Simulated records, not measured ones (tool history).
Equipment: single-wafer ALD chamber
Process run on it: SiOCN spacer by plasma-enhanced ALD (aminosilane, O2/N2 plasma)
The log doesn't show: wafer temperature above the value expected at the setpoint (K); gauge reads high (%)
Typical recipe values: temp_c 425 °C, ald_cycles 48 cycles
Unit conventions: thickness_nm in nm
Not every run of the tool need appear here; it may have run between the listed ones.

run	day	temp_c	ald_cycles	wafers since the last listed run	hours since the last thermocouple change	hours since the gauge calibration	read-back reference wafer on the same gauge, thickness_nm	thickness_nm
1	0.000	432	55	0	992.6	585.5	2.628	3.224
2	4.488	432	55	758	1100.3	693.2	2.630	3.235
3	6.125	432	55	276	1139.6	732.5	2.629	3.233
4	7.500	425	48	232	1172.6	765.5	2.632	2.892
# day 9.708: gauge calibrated
# day 9.858: thermocouple changed; heater temperature recalibrated
5	10.292	425	48	415	10.4	14.0	2.629	2.845
6	12.400	425	48	356	61.0	64.6	2.628	2.846
7	15.054	425	48	448	124.7	128.3	2.630	2.857
8	16.338	425	48	216	155.5	159.1	2.632	2.840
9	18.838	434	52	422	215.5	219.1	2.628	2.995
10	21.396	413	57	432	276.9	280.5	2.628	3.540
11	23.438	433	40	345	325.9	329.5	2.629	2.313
12	24.912	429	57	249	361.3	364.9	2.632	3.335
13	27.354	425	48	412	419.9	423.5	2.628	2.839
14	29.154	416	39	304	463.1	466.7	2.633	2.387
15	30.254	425	48	185	489.5	493.1	2.631	2.856

Branching from run 15: 3 alternative next runs. What would each branch give?
A	30.275	425	54	3	490.0	493.6	?	?
B	30.275	416	52	3	490.0	493.6	?	?
C	30.275	425	43	3	490.0	493.6	?	?

run	read-back reference wafer on the same gauge, thickness_nm	thickness_nm
A	2.633	3.202
B	2.633	3.179
C	2.633	2.549
Without the tool's unlogged condition, the same runs would have read:
run	thickness_nm
A	3.195
B	3.173
C	2.544

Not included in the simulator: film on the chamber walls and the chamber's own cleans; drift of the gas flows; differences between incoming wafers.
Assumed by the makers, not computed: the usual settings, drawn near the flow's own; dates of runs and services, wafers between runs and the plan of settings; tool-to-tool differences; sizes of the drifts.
